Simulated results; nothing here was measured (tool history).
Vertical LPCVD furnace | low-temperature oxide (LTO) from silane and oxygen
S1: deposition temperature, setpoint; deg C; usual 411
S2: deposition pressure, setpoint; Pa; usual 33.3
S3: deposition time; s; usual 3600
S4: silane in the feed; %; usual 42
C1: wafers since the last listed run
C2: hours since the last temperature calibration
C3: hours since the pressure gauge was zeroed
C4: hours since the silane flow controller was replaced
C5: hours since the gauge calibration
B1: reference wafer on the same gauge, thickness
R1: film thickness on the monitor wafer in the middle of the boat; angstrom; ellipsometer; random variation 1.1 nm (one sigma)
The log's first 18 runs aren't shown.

| run | hour | S1 | S2 | S3 | S4 | C1 | C2 | C3 | C4 | C5 | B1 | R1 |
|---|---|---|---|---|---|---|---|---|---|---|---|---|
| 19 | 253.6 | 403 | 33.3 | 3210 | 50 | 150 | 92.3 | 185.2 | 165.6 | 102.9 | 711.21 | 6773.6 |
| 20 | 264.9 | 405 | 40.0 | 4500 | 36 | 209 | 103.6 | 196.5 | 176.9 | 114.2 | 711.06 | 8114.2 |
| 21 | 271.0 | 406 | 40.7 | 4830 | 36 | 113 | 109.7 | 202.6 | 183.0 | 120.3 | 710.74 | 8942.5 |
| 22 | 285.4 | 403 | 27.3 | 4740 | 47 | 267 | 124.1 | 217.0 | 197.4 | 134.7 | 710.79 | 7761.8 |
| 23 | 297.8 | 411 | 33.3 | 3600 | 42 | 229 | 136.5 | 229.4 | 209.8 | 147.1 | 711.11 | 6925.5 |
| 24 | 308.5 | 411 | 33.3 | 3990 | 42 | 198 | 147.2 | 240.1 | 220.5 | 157.8 | 711.11 | 7681.3 |
| 25 | 321.3 | 411 | 30.0 | 3600 | 37 | 237 | 160.0 | 252.9 | 233.3 | 170.6 | 711.11 | 5390.6 |
| 26 | 327.9 | 411 | 33.3 | 3600 | 42 | 122 | 166.6 | 259.5 | 239.9 | 177.2 | 710.83 | 6938.6 |
| 27 | 341.0 | 411 | 33.3 | 3600 | 42 | 242 | 179.7 | 272.6 | 253.0 | 190.3 | 710.95 | 6940.4 |
| 28 | 354.5 | 411 | 33.3 | 3000 | 46 | 250 | 193.2 | 286.1 | 266.5 | 203.8 | 711.19 | 6343.8 |
| 29 | 361.9 | 411 | 33.3 | 3990 | 36 | 137 | 200.6 | 293.5 | 273.9 | 211.2 | 711.00 | 6374.0 |
| 30 | 378.0 | 404 | 33.3 | 3150 | 42 | 298 | 216.7 | 309.6 | 290.0 | 227.3 | 710.97 | 5614.4 |

Forecast each of these 5 alternatives for the next run:
| A | 382.2 | 411 | 33.3 | 3600 | 42 | 77 | 220.9 | 313.8 | 294.2 | 231.5 | ? | ? |
| B | 382.2 | 400 | 33.3 | 2670 | 42 | 77 | 220.9 | 313.8 | 294.2 | 231.5 | ? | ? |
| C | 382.2 | 411 | 33.3 | 4110 | 36 | 77 | 220.9 | 313.8 | 294.2 | 231.5 | ? | ? |
| D | 382.2 | 411 | 33.3 | 4350 | 42 | 77 | 220.9 | 313.8 | 294.2 | 231.5 | ? | ? |
| E | 382.2 | 407 | 33.3 | 5040 | 35 | 77 | 220.9 | 313.8 | 294.2 | 231.5 | ? | ? |

| run | B1 | R1 |
|---|---|---|
| A | 711.42 | 6930.3 |
| B | 711.42 | 4571.1 |
| C | 711.42 | 6567.1 |
| D | 711.42 | 8374.1 |
| E | 711.42 | 7424.2 |
Without the tool's hidden state the same runs would have given:
| run | R1 |
|---|---|
| A | 7004.1 |
| B | 4621.7 |
| C | 6660.5 |
| D | 8463.3 |
| E | 7535.4 |
